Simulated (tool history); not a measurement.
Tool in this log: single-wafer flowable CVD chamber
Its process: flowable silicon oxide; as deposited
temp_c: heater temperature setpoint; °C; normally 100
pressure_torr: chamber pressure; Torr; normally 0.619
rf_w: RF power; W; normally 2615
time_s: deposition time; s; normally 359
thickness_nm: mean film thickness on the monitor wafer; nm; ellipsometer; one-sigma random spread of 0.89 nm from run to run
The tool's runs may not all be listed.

run	day	temp_c	pressure_torr	rf_w	time_s	wafers since the last listed run	hours since the last thermocouple change	hours since the last RF generator calibration	hours since the last manometer calibration	hours since the showerhead was replaced	hours since the gauge calibration	read-back reference wafer on the same gauge, thickness_nm	thickness_nm
1	0.000	88	0.619	2615	359	0	1932.1	209.7	1613.6	8198.9	766.1	194.745	263.975
2	1.371	88	0.619	2615	359	169	1965.0	242.6	1646.5	8231.8	799.0	195.539	265.727
# day 2.325: showerhead replaced
3	2.762	88	0.619	2615	359	130	1998.4	276.0	1679.9	10.5	832.4	194.884	266.517
# day 2.962: gauge calibrated
4	3.562	100	0.619	2615	359	98	2017.6	295.2	1699.1	29.7	14.4	194.980	170.678
5	4.596	100	0.676	2615	359	127	2042.4	320.0	1723.9	54.5	39.2	194.954	185.830
6	5.942	100	0.619	2615	359	166	2074.7	352.3	1756.2	86.8	71.5	195.172	169.063
7	6.775	100	0.619	2615	359	102	2094.7	372.3	1776.2	106.8	91.5	195.014	168.966
8	7.704	105	0.619	2950	359	114	2117.0	394.6	1798.5	129.1	113.8	195.000	142.322
9	8.392	88	0.619	2615	359	84	2133.5	411.1	1815.0	145.6	130.3	194.926	263.581
10	9.033	100	0.619	2615	359	79	2148.9	426.5	1830.4	161.0	145.7	194.807	168.811
11	10.200	100	0.619	3030	359	143	2176.9	454.5	1858.4	189.0	173.7	195.022	172.335
12	11.625	100	0.708	2615	359	175	2211.1	488.7	1892.6	223.2	207.9	195.159	195.771
# day 12.429: capacitance manometer re-zeroed and calibrated
13	12.779	100	0.619	2310	359	101	2238.8	516.4	8.4	250.9	235.6	195.008	165.554
14	13.779	100	0.750	2890	359	123	2262.8	540.4	32.4	274.9	259.6	194.746	207.991
15	14.854	90	0.619	2155	359	132	2288.6	566.2	58.2	300.7	285.4	194.833	234.937
16	15.917	100	0.706	2895	359	131	2314.1	591.7	83.7	326.2	310.9	195.123	197.101
17	16.992	92	0.619	2615	418	132	2339.9	617.5	109.5	352.0	336.7	194.966	267.522
# day 19.267: thermocouple changed; heater temperature recalibrated
18	20.512	100	0.513	2945	359	393	29.9	702.0	194.0	436.5	421.2	194.786	142.599
# day 21.367: RF generator calibrated
19	21.746	100	0.619	2615	359	111	59.5	9.1	223.6	466.1	450.8	195.273	169.045
20	22.696	100	0.619	2615	402	117	82.3	31.9	246.4	488.9	473.6	194.657	189.035
21	23.450	114	0.619	2615	359	93	100.4	50.0	264.5	507.0	491.7	194.968	102.266
22	24.042	100	0.619	2615	359	73	114.6	64.2	278.7	521.2	505.9	195.143	168.704
23	25.433	100	0.619	2895	359	171	148.0	97.6	312.1	554.6	539.3	194.817	172.277
24	26.162	93	0.619	2865	337	89	165.5	115.1	329.6	572.1	556.8	194.931	210.966

Run 25, settings as shown, results not yet in. Your forecast:
25	27.400	100	0.619	2375	329	152	195.2	144.8	359.3	601.8	586.5	?	?

Run 25 yielded read-back reference wafer on the same gauge, thickness_nm 194.989, thickness_nm 153.112 nm.
If the tool had no hidden condition, the same run with the same run-to-run variation would have returned thickness_nm 153.112 nm.
